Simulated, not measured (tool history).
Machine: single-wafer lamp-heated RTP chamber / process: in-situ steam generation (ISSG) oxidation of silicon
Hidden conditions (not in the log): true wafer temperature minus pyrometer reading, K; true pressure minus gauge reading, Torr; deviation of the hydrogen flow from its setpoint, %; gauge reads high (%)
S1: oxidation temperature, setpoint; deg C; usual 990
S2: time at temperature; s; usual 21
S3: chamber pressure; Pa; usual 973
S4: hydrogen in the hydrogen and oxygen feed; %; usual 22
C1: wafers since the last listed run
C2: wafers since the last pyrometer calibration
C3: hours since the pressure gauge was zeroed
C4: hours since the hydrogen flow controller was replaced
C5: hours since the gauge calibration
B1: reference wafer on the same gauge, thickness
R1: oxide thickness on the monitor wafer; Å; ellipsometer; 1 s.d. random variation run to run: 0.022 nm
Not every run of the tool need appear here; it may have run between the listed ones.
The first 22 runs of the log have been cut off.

run,day,S1,S2,S3,S4,C1,C2,C3,C4,C5,B1,R1
23,61.275,990,29,920,22,699,6321,855.3,648.2,360.9,5.044,69.54
24,63.433,1009,21,920,28,604,6926,907.1,700.0,412.7,5.061,69.01
# day 64.117: pyrometer window cleaned and pyrometer calibrated
25,65.188,990,21,973,22,398,299,949.2,742.1,454.8,5.047,58.45
26,66.958,990,14,1067,31,496,795,991.7,784.6,497.3,5.047,53.73
27,71.275,990,21,920,22,1209,2005,1095.3,888.2,600.9,5.037,59.19
28,73.229,990,21,973,20,547,2552,1142.2,935.1,647.8,5.056,58.01
29,77.533,990,21,973,22,1205,3758,1245.5,1038.4,751.1,5.045,59.86
30,81.896,996,21,973,22,1222,4981,1350.2,1143.1,855.8,5.048,61.27

Alternative continuations, all from the tool just after run 30; predict every row:
A,81.912,990,21,973,22,4,4985,1350.6,1143.5,856.2,?,?
B,81.912,990,21,973,26,4,4985,1350.6,1143.5,856.2,?,?
C,81.912,997,21,973,28,4,4985,1350.6,1143.5,856.2,?,?
D,81.912,990,27,973,32,4,4985,1350.6,1143.5,856.2,?,?
E,81.912,990,21,1027,22,4,4985,1350.6,1143.5,856.2,?,?

run,B1,R1
A,5.044,59.54
B,5.044,62.11
C,5.044,65.20
D,5.044,73.77
E,5.044,59.61
Without the tool's hidden state the same runs would have given:
run,R1
A,58.27
B,60.79
C,63.75
D,72.08
E,58.34

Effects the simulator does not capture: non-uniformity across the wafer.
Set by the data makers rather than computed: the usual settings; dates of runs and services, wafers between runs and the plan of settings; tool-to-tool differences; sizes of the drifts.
